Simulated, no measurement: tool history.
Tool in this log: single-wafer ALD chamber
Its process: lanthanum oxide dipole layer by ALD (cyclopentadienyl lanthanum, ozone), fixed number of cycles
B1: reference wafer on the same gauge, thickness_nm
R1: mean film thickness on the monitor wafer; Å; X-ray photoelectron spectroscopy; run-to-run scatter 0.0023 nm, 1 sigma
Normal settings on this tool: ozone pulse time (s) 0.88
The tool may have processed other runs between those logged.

{"run": 1, "hour": 0.0, "ozone pulse time (s)": 0.88, "B1": 0.615, "R1": 5.07}
{"run": 2, "hour": 60.4, "ozone pulse time (s)": 0.88, "B1": 0.616, "R1": 5.09}
{"run": 3, "hour": 127.8, "ozone pulse time (s)": 0.88, "B1": 0.616, "R1": 5.05}
{"run": 4, "hour": 177.2, "ozone pulse time (s)": 0.88, "B1": 0.615, "R1": 5.09}
{"run": 5, "hour": 247.9, "ozone pulse time (s)": 0.88, "B1": 0.615, "R1": 5.06}
{"run": 6, "hour": 283.0, "ozone pulse time (s)": 0.88, "B1": 0.616, "R1": 5.0}
{"run": 7, "hour": 317.0, "ozone pulse time (s)": 0.7, "B1": 0.616, "R1": 4.12}
{"run": 8, "hour": 373.7, "ozone pulse time (s)": 0.7, "B1": 0.615, "R1": 4.1}
{"run": 9, "hour": 435.3, "ozone pulse time (s)": 1.01, "B1": 0.615, "R1": 5.41}
{"run": 10, "hour": 490.5, "ozone pulse time (s)": 1.01, "B1": 0.614, "R1": 5.43}
{"run": 11, "hour": 527.3, "ozone pulse time (s)": 1.15, "B1": 0.615, "R1": 5.73}
{"run": 12, "hour": 573.4, "ozone pulse time (s)": 1.07, "B1": 0.615, "R1": 5.57}
{"run": 13, "hour": 621.8, "ozone pulse time (s)": 0.88, "B1": 0.616, "R1": 4.99}
{"run": 14, "hour": 666.1, "ozone pulse time (s)": 1.17, "B1": 0.615, "R1": 5.71}
{"run": 15, "hour": 698.1, "ozone pulse time (s)": 1.01, "B1": 0.616, "R1": 5.38}
{"run": 16, "hour": 826.4, "ozone pulse time (s)": 1.16, "B1": 0.615, "R1": 5.89}
{"run": 17, "hour": 893.0, "ozone pulse time (s)": 0.88, "B1": 0.615, "R1": 5.18}
{"run": 18, "hour": 1055.8, "ozone pulse time (s)": 1.13, "B1": 0.616, "R1": 5.83}
{"run": 19, "hour": 1093.5, "ozone pulse time (s)": 1.03, "B1": 0.614, "R1": 5.64}
{"run": 20, "hour": 1147.9, "ozone pulse time (s)": 0.55, "B1": 0.615, "R1": 2.99}
{"run": 21, "hour": 1212.2, "ozone pulse time (s)": 0.62, "B1": 0.615, "R1": 3.67}

Missing from the log above: 4 entries noted between runs. For each, name the pair of listed runs it sits between and say how the tool's hidden condition differs from the listed run just before to the listed run just after:
Between runs 9 and 10: showerhead replaced (hour 448.6)
  ozone dose above that of a generator just serviced (%): -5.36 -> -5.68
  what was measured, less what the result would be without the hidden state, R1: -0.15 -> -0.17 Å
Between runs 11 and 12: gauge calibrated (hour 554.5)
  ozone dose above that of a generator just serviced (%): -5.9 -> -6.18
  what was measured, less what the result would be without the hidden state, R1: -0.13 -> -0.16 Å
Between runs 14 and 15: thermocouple changed; heater temperature recalibrated (hour 691.5)
  ozone dose above that of a generator just serviced (%): -6.76 -> -6.97
  what was measured, less what the result would be without the hidden state, R1: -0.15 -> -0.21 Å
Between runs 15 and 16: ozone generator serviced (hour 758.0)
  ozone dose above that of a generator just serviced (%): -6.97 -> -0.266
  what was measured, less what the result would be without the hidden state, R1: -0.21 -> -0.01 Å
